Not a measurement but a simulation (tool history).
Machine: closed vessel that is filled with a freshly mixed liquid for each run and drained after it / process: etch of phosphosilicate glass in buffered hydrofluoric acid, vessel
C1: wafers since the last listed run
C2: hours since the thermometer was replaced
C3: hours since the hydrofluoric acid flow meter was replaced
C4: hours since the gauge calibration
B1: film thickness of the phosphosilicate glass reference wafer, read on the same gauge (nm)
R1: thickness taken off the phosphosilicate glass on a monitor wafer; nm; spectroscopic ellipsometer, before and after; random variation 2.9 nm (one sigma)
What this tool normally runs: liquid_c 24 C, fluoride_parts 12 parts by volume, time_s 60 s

Run 1, hour 0: usual settings but time_s 85 s; C1 0; C2 2010.6; C3 1557.9; C4 928; B1 100.01. Result: R1 679.55 nm.
Run 2, hour 98.5: usual settings; C1 6124; C2 2109.1; C3 1656.4; C4 1026.5; B1 100. Result: R1 474.76 nm.
At hour 122.1: thermometer replaced.
Run 3, hour 161.8: usual settings; C1 3873; C2 39.7; C3 1719.7; C4 1089.8; B1 100. Result: R1 476.64 nm.
Run 4, hour 244.3: usual settings; C1 5129; C2 122.2; C3 1802.2; C4 1172.3; B1 99.98. Result: R1 476.15 nm.
At hour 338.5: hydrofluoric acid flow meter replaced.
Run 5, hour 340.3: usual settings but fluoride_parts 15 parts by volume; C1 5907; C2 218.2; C3 1.8; C4 1268.3; B1 100.01. Result: R1 363.04 nm.
Run 6, hour 407: usual settings but fluoride_parts 15 parts by volume; C1 4147; C2 284.9; C3 68.5; C4 1335; B1 100.01. Result: R1 365.03 nm.
Run 7, hour 453.6: usual settings but fluoride_parts 9.5 parts by volume; C1 2897; C2 331.5; C3 115.1; C4 1381.6; B1 100. Result: R1 564.69 nm.
Run 8, hour 539.5: usual settings but fluoride_parts 9.5 parts by volume; C1 5341; C2 417.4; C3 201; C4 1467.5; B1 99.99. Result: R1 568.92 nm.
Run 9, hour 610.7: usual settings; C1 4427; C2 488.6; C3 272.2; C4 1538.7; B1 99.99. Result: R1 444.23 nm.
Run 10, hour 700: usual settings but fluoride_parts 10 parts by volume; C1 5552; C2 577.9; C3 361.5; C4 1628; B1 100. Result: R1 527.82 nm.
Run 11, hour 805.8: usual settings; C1 6578; C2 683.7; C3 467.3; C4 1733.8; B1 100.02. Result: R1 446.38 nm.
At hour 820.2: hydrofluoric acid flow meter replaced, repeated, since the last time left the tool worse.
Run 12, hour 902.3: usual settings; C1 5938; C2 780.2; C3 82.1; C4 1830.3; B1 99.98. Result: R1 508.7 nm.
Run 13, hour 969.2: usual settings but liquid_c 21 C, fluoride_parts 16.5 parts by volume, time_s 70 s; C1 4159; C2 847.1; C3 149; C4 1897.2; B1 100. Result: R1 369.95 nm.
Run 14, hour 1013.8: usual settings; C1 2773; C2 891.7; C3 193.6; C4 1941.8; B1 99.98. Result: R1 509.46 nm.
Run 15, hour 1080.5: usual settings but liquid_c 21.5 C, fluoride_parts 16.5 parts by volume, time_s 30 s; C1 4147; C2 958.4; C3 260.3; C4 2008.5; B1 100.01. Result: R1 162.94 nm.
Run 16, hour 1158.2: usual settings; C1 4831; C2 1036.1; C3 338; C4 2086.2; B1 100. Result: R1 508.2 nm.
Run 17, hour 1412.2: usual settings but fluoride_parts 9.5 parts by volume, time_s 45 s; C1 15793; C2 1290.1; C3 592; C4 2340.2; B1 99.98. Result: R1 475.98 nm.
Run 18, hour 1478.8: usual settings; C1 4141; C2 1356.7; C3 658.6; C4 2406.8; B1 100.01. Result: R1 500.95 nm.
Run 19, hour 1549.3: usual settings but fluoride_parts 15.5 parts by volume; C1 4383; C2 1427.2; C3 729.1; C4 2477.3; B1 100. Result: R1 389.79 nm.
Run 20, hour 1608.9: usual settings but liquid_c 25.5 C, fluoride_parts 8.5 parts by volume, time_s 70 s; C1 3705; C2 1486.8; C3 788.7; C4 2536.9; B1 100.01. Result: R1 854.24 nm.
At hour 1617.9: gauge calibrated.
Run 21, hour 1655.5: usual settings; C1 2897; C2 1533.4; C3 835.3; C4 37.6; B1 100. Result: R1 496.57 nm.
Run 22, hour 1696.8: usual settings but liquid_c 27.5 C, fluoride_parts 13.5 parts by volume, time_s 95 s; C1 2568; C2 1574.7; C3 876.6; C4 78.9; B1 99.98. Result: R1 834.2 nm.
Run 23, hour 1939.5: usual settings but liquid_c 19 C, time_s 90 s; C1 15091; C2 1817.4; C3 1119.3; C4 321.6; B1 100. Result: R1 560.36 nm.
Run 24, hour 2009.8: usual settings but liquid_c 19 C, fluoride_parts 9 parts by volume; C1 4371; C2 1887.7; C3 1189.6; C4 391.9; B1 100. Result: R1 486.87 nm.
Run 25, hour 2074.1: usual settings but time_s 75 s; C1 3998; C2 1952; C3 1253.9; C4 456.2; B1 99.99. Result: R1 607.79 nm.
Run 26, hour 2148.4: usual settings but time_s 70 s; C1 4620; C2 2026.3; C3 1328.2; C4 530.5; B1 100. Result: R1 567.94 nm.
At hour 2195.2: thermometer replaced.
Run 27, hour 2217.7: usual settings but liquid_c 28.5 C, fluoride_parts 14.5 parts by volume, time_s 85 s; C1 4246; C2 22.5; C3 1397.5; C4 599.8; B1 100. Result: R1 721.6 nm.
Run 28, hour 2282.9: usual settings; C1 4054; C2 87.7; C3 1462.7; C4 665; B1 100. Result: R1 481.78 nm.
Run 29, hour 2344.2: usual settings; C1 3811; C2 149; C3 1524; C4 726.3; B1 99.99. Result: R1 478.78 nm.
At hour 2511.2: hydrofluoric acid flow meter replaced.
Run 30, hour 2551: usual settings but liquid_c 29 C, time_s 45 s; C1 12796; C2 355.8; C3 39.8; C4 933.1; B1 99.98. Result: R1 506.76 nm.
Run 31, hour 2612.5: usual settings but time_s 35 s; C1 3824; C2 417.3; C3 101.3; C4 994.6; B1 100. Result: R1 299.72 nm.
Run 32, hour 2695.9: usual settings but fluoride_parts 8 parts by volume, time_s 80 s; C1 5185; C2 500.7; C3 184.7; C4 1078; B1 99.99. Result: R1 991.15 nm.

Below, some changes in R1 between adjacent runs. For each, the amount present without the hidden state too (settings, incoming material, random variation) and the amount remaining for the hidden state with gauge scatter not shared by both compared results:
The hidden state here: liquid hotter than its thermometer reads (K); hydrofluoric acid flow below the setpoint (%); gauge reads high (%).
Run 11 -> 12: hydrofluoric acid flow meter replaced, repeated, since the last time left the tool worse. R1 +62.32 nm: hidden state +71.14, all else -8.82.
Run 19 -> 20: liquid_c 24 -> 25.5, fluoride_parts 15.5 -> 8.5, time_s 60 -> 70. R1 +464.45 nm: hidden state -27.28, all else +491.73.
Run 20 -> 21: liquid_c 25.5 -> 24, fluoride_parts 8.5 -> 12, time_s 70 -> 60, gauge calibrated. R1 -357.67 nm: hidden state +20.2, all else -377.87.
Run 29 -> 30: liquid_c 24 -> 29, time_s 60 -> 45, hydrofluoric acid flow meter replaced. R1 +27.98 nm: hidden state +36.8, all else -8.82.
Run 31 -> 32: fluoride_parts 12 -> 8, time_s 35 -> 80. R1 +691.43 nm: hidden state -9.94, all else +701.37.

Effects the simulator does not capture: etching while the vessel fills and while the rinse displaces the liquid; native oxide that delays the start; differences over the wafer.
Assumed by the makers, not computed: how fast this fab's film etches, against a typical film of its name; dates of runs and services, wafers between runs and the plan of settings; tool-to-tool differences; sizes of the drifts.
